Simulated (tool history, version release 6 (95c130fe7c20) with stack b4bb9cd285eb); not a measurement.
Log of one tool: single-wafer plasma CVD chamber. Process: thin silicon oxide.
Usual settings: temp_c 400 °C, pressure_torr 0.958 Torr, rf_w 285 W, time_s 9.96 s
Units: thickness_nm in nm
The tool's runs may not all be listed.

| run | hour | temp_c | pressure_torr | rf_w | time_s | wafers since the last listed run | hours since the last thermocouple change | hours since the last RF generator calibration | hours since the last manometer calibration | hours since the showerhead was replaced | hours since the gauge calibration | read-back reference wafer on the same gauge, thickness_nm | thickness_nm |
|---|---|---|---|---|---|---|---|---|---|---|---|---|---|
| 1 | 0.0 | 400 | 0.958 | 285 | 9.96 | 0 | 1968.1 | 2550.5 | 1378.5 | 2121.5 | 175.0 | 20.090 | 22.778 |
| 2 | 26.7 | 400 | 0.958 | 285 | 9.96 | 870 | 1994.8 | 2577.2 | 1405.2 | 2148.2 | 201.7 | 20.087 | 22.748 |
| 3 | 76.0 | 404 | 0.958 | 285 | 9.96 | 1607 | 2044.1 | 2626.5 | 1454.5 | 2197.5 | 251.0 | 20.103 | 22.717 |
| 4 | 130.6 | 404 | 0.958 | 285 | 9.96 | 1780 | 2098.7 | 2681.1 | 1509.1 | 2252.1 | 305.6 | 20.095 | 22.626 |
| 5 | 169.9 | 393 | 0.958 | 260 | 9.96 | 1281 | 2138.0 | 2720.4 | 1548.4 | 2291.4 | 344.9 | 20.102 | 22.189 |
| 6 | 199.8 | 393 | 0.958 | 260 | 9.96 | 974 | 2167.9 | 2750.3 | 1578.3 | 2321.3 | 374.8 | 20.102 | 22.157 |
|  | 205.2 | gauge calibrated |
|  | 232.8 | RF generator calibrated |
| 7 | 253.2 | 410 | 0.958 | 255 | 9.96 | 1480 | 2221.3 | 20.4 | 1631.7 | 2374.7 | 48.0 | 20.103 | 22.189 |
|  | 292.8 | capacitance manometer re-zeroed and calibrated |
|  | 299.7 | showerhead replaced |
| 8 | 300.2 | 400 | 0.958 | 235 | 9.96 | 1045 | 2268.3 | 67.4 | 7.4 | 0.5 | 95.0 | 20.087 | 22.444 |
|  | 338.0 | thermocouple changed; heater temperature recalibrated |
| 9 | 340.3 | 404 | 0.958 | 285 | 9.96 | 1046 | 2.3 | 107.5 | 47.5 | 40.6 | 135.1 | 20.094 | 23.602 |

The next listed run, before its measurement:
| 10 | 370.6 | 410 | 0.958 | 255 | 9.96 | 987 | 32.6 | 137.8 | 77.8 | 70.9 | 165.4 | ? | ? |

Run 10 gave read-back reference wafer on the same gauge, thickness_nm 20.100, thickness_nm 22.767 nm.
Without the tool's hidden state the same run would have given thickness_nm 23.079 nm.
